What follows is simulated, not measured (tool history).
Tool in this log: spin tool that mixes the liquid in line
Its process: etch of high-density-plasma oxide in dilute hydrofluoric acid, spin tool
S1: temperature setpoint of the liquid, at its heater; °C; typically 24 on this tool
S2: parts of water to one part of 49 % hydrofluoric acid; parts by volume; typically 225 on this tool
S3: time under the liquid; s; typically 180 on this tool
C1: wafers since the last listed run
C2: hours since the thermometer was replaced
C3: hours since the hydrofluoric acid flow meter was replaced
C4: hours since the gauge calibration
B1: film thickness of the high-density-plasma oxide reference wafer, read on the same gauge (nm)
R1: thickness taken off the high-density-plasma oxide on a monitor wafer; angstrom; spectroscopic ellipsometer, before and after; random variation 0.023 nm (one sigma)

run     day  S1   S2   S3    C1     C2     C3      C4     B1    R1
  1       0  24  225  220     0  488.8  410.4   956.1  70.02  69.4
  2   2.675  24  225  180   440    553  474.6  1020.3  70.02  56.7
      2.988  -- thermometer replaced
  3   3.842  24  225  180   185   20.5  502.6  1048.3  70.02  54.8
  4   5.575  24  225  180   285   62.1  544.2  1089.9  70.02  54.1
  5   7.738  24  225  180   356    114  596.1  1141.8  69.98  54.9
  6   9.367  24  225  180   268  153.1  635.2  1180.9  69.97  54.8
      9.967  -- hydrofluoric acid flow meter replaced
  7  15.879  26  200  180  1066  309.4  141.9  1337.2  69.99  69.2
  8  17.654  26  200  180   292    352  184.5  1379.8  70.03  69.1
  9  19.758  24  305  260   346  402.5    235  1430.3  69.99  54.6
 10  21.271  24  305  260   249  438.8  271.3  1466.6  69.99  55.3
 11  23.004  24  305  260   285  480.4  312.9  1508.2  69.99  54.9
 12  25.838  24  225  180   466  548.4  380.9  1576.2  69.94  56.7
 13  27.121  24  225  180   211  579.2  411.7    1607  70.04  56.3
     27.362  -- thermometer replaced
 14    28.4  24  290  180   203   24.9  442.4  1637.7  70.03  39.5
 15  30.329  24  290  180   317   71.2  488.7    1684     70  39.8
 16   31.65  26  225  100   217  102.9  520.4  1715.7  69.98  32.5
      33.25  -- hydrofluoric acid flow meter replaced
 17  33.867  29  310  260   358  156.1   14.8  1768.9  69.99  61.1

Predict the results of run 18:
 18  34.888  25.5  120  180  168  180.6  39.3  1793.4   ?   ?

{"run 18": {"B1": 69.96, "R1": 121.2}}
Minus the tool's unlogged condition, the same run would have read R1 118.9 angstrom.
